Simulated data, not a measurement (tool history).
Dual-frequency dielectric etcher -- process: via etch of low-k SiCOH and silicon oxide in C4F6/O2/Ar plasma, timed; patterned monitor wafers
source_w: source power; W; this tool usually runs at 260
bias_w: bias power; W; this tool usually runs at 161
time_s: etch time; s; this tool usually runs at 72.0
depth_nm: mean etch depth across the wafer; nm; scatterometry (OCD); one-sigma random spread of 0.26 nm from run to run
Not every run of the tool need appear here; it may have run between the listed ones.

run,hour,source_w,bias_w,time_s,"read-back reference wafer on the same gauge, depth_nm",depth_nm
1,0.0,260,161,72.0,142.0,170.5
2,58.5,260,161,72.0,142.0,170.0
3,95.1,260,161,72.0,142.0,169.8
4,160.2,260,161,72.0,142.0,169.3
5,250.7,260,161,72.0,142.0,169.1
6,325.4,260,161,72.0,142.0,169.0
7,392.9,260,161,72.0,142.0,168.9
8,445.4,260,161,72.0,142.0,168.4
# hour 484.9: wet clean of the chamber
9,520.7,260,161,72.0,141.9,170.2
# hour 559.2: gauge calibrated
10,678.1,260,177,62.0,142.0,150.6
# hour 762.1: upper electrode replaced
11,762.6,230,174,87.5,142.0,202.4
12,827.9,300,151,72.0,142.0,173.9
# hour 857.6: source power generator calibrated
13,934.1,260,161,59.5,141.9,139.1
14,1017.1,310,198,72.0,142.0,190.9
# hour 1068.3: bias power generator calibrated
# hour 1216.9: wet clean of the chamber
15,1261.6,260,161,72.0,142.1,173.1
16,1330.7,260,161,59.5,142.0,143.1
17,1386.4,260,161,72.0,142.0,172.7
18,1454.2,260,161,56.5,142.0,135.2

Predict each of these 5 candidate next runs independently; none follows another, all start after run 18:
A,1454.6,260,161,72.0,?,?
B,1454.6,280,177,50.5,?,?
C,1454.6,260,193,52.0,?,?
D,1454.6,260,126,72.0,?,?
E,1454.6,310,161,52.5,?,?

run,"read-back reference wafer on the same gauge, depth_nm",depth_nm
A,142.0,172.4
B,142.0,128.0
C,142.0,132.3
D,142.0,159.3
E,142.0,133.6
Take away the tool's hidden state, keep each run's random variation, and the runs would have read:
run,depth_nm
A,172.9
B,128.3
C,132.7
D,159.8
E,133.9
